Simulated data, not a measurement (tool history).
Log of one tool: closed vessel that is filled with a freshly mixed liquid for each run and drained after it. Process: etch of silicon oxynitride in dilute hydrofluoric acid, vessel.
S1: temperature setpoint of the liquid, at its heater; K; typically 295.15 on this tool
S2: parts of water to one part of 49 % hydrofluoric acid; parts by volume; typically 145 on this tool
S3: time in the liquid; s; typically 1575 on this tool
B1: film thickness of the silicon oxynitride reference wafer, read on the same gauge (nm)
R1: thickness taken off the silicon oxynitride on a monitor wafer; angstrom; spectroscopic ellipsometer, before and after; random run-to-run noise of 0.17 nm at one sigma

{"run": 1, "hour": 0.0, "S1": 295.15, "S2": 145, "S3": 1575, "B1": 109.99, "R1": 311.4}
{"run": 2, "hour": 17.9, "S1": 295.15, "S2": 145, "S3": 1575, "B1": 110, "R1": 315.2}
{"run": 3, "hour": 35.6, "S1": 295.15, "S2": 145, "S3": 1575, "B1": 110.02, "R1": 316}
{"run": 4, "hour": 52.0, "S1": 292.15, "S2": 145, "S3": 1575, "B1": 109.98, "R1": 271.4}
{"run": 5, "hour": 65.3, "S1": 295.15, "S2": 145, "S3": 1575, "B1": 110.02, "R1": 313.2}
{"run": 6, "hour": 81.9, "S1": 295.15, "S2": 145, "S3": 1575, "B1": 110, "R1": 315.6}
{"run": 7, "hour": 88.3, "S1": 295.15, "S2": 145, "S3": 1575, "B1": 110.01, "R1": 312}
{"run": 8, "hour": 100.8, "S1": 295.15, "S2": 145, "S3": 1575, "B1": 109.95, "R1": 315.3}
{"run": 9, "hour": 110.6, "S1": 296.65, "S2": 190, "S3": 740, "B1": 109.97, "R1": 116.2}
{"run": 10, "hour": 118.8, "S1": 295.15, "S2": 115, "S3": 1575, "B1": 109.97, "R1": 426.3}
{"run": 11, "hour": 124.2, "S1": 298.65, "S2": 100, "S3": 2455, "B1": 110.01, "R1": 912.3}
{"run": 12, "hour": 141.3, "S1": 295.15, "S2": 125, "S3": 1575, "B1": 110.02, "R1": 390.2}
{"run": 13, "hour": 154.1, "S1": 295.15, "S2": 85, "S3": 1575, "B1": 109.99, "R1": 586.4}
{"run": 14, "hour": 169.6, "S1": 295.15, "S2": 145, "S3": 1265, "B1": 110.02, "R1": 264.5}
{"run": 15, "hour": 177.8, "S1": 295.15, "S2": 125, "S3": 985, "B1": 110, "R1": 241.7}
{"run": 16, "hour": 193.2, "S1": 292.15, "S2": 200, "S3": 705, "B1": 110.01, "R1": 89.4}
{"run": 17, "hour": 201.2, "S1": 298.15, "S2": 105, "S3": 2195, "B1": 110.01, "R1": 757.4}
{"run": 18, "hour": 208.3, "S1": 297.65, "S2": 110, "S3": 845, "B1": 110, "R1": 268.8}
{"run": 19, "hour": 214.4, "S1": 298.65, "S2": 145, "S3": 1105, "B1": 110.01, "R1": 270.4}
{"run": 20, "hour": 225.3, "S1": 297.65, "S2": 145, "S3": 1575, "B1": 109.99, "R1": 371.6}
{"run": 21, "hour": 238.1, "S1": 293.65, "S2": 195, "S3": 2410, "B1": 109.97, "R1": 338.3}
{"run": 22, "hour": 250.8, "S1": 299.15, "S2": 165, "S3": 1105, "B1": 110.01, "R1": 238.4}
{"run": 23, "hour": 257.8, "S1": 295.15, "S2": 190, "S3": 2040, "B1": 110.04, "R1": 312.9}
{"run": 24, "hour": 266.6, "S1": 295.15, "S2": 200, "S3": 1575, "B1": 109.97, "R1": 228.8}
{"run": 25, "hour": 283.0, "S1": 292.65, "S2": 90, "S3": 1575, "B1": 109.99, "R1": 494.2}
{"run": 26, "hour": 312.1, "S1": 295.15, "S2": 145, "S3": 800, "B1": 109.96, "R1": 167}
{"run": 27, "hour": 323.9, "S1": 298.15, "S2": 90, "S3": 1575, "B1": 109.98, "R1": 633.8}
{"run": 28, "hour": 338.9, "S1": 295.15, "S2": 145, "S3": 1115, "B1": 110, "R1": 231.4}
{"run": 29, "hour": 346.3, "S1": 295.15, "S2": 145, "S3": 1575, "B1": 109.96, "R1": 327.1}
{"run": 30, "hour": 359.6, "S1": 298.15, "S2": 120, "S3": 1985, "B1": 110.01, "R1": 586.4}
{"run": 31, "hour": 371.6, "S1": 295.15, "S2": 145, "S3": 1575, "B1": 109.98, "R1": 324.4}
{"run": 32, "hour": 378.8, "S1": 295.15, "S2": 145, "S3": 1575, "B1": 110.03, "R1": 327.3}

Taken out of this log: 3 entries between the listed runs. Where each belongs, and how the hidden state differs across it:
From run 9 to run 10: thermometer replaced (hour 118.3)
  liquid colder than its thermometer reads (K): 1.13 -> 0.0194
  the result without the hidden state subtracted from the measured one, R1: -6.1 -> -0.4 angstrom
From run 13 to run 14: gauge calibrated (hour 155.3)
  liquid colder than its thermometer reads (K): 0.0528 -> 0.0675
  the result without the hidden state subtracted from the measured one, R1: -1.5 -> -0.9 angstrom
From run 18 to run 19: hydrofluoric acid flow meter replaced (hour 211.3)
  liquid colder than its thermometer reads (K): 0.104 -> 0.11
  the result without the hidden state subtracted from the measured one, R1: -1.2 -> -1.4 angstrom

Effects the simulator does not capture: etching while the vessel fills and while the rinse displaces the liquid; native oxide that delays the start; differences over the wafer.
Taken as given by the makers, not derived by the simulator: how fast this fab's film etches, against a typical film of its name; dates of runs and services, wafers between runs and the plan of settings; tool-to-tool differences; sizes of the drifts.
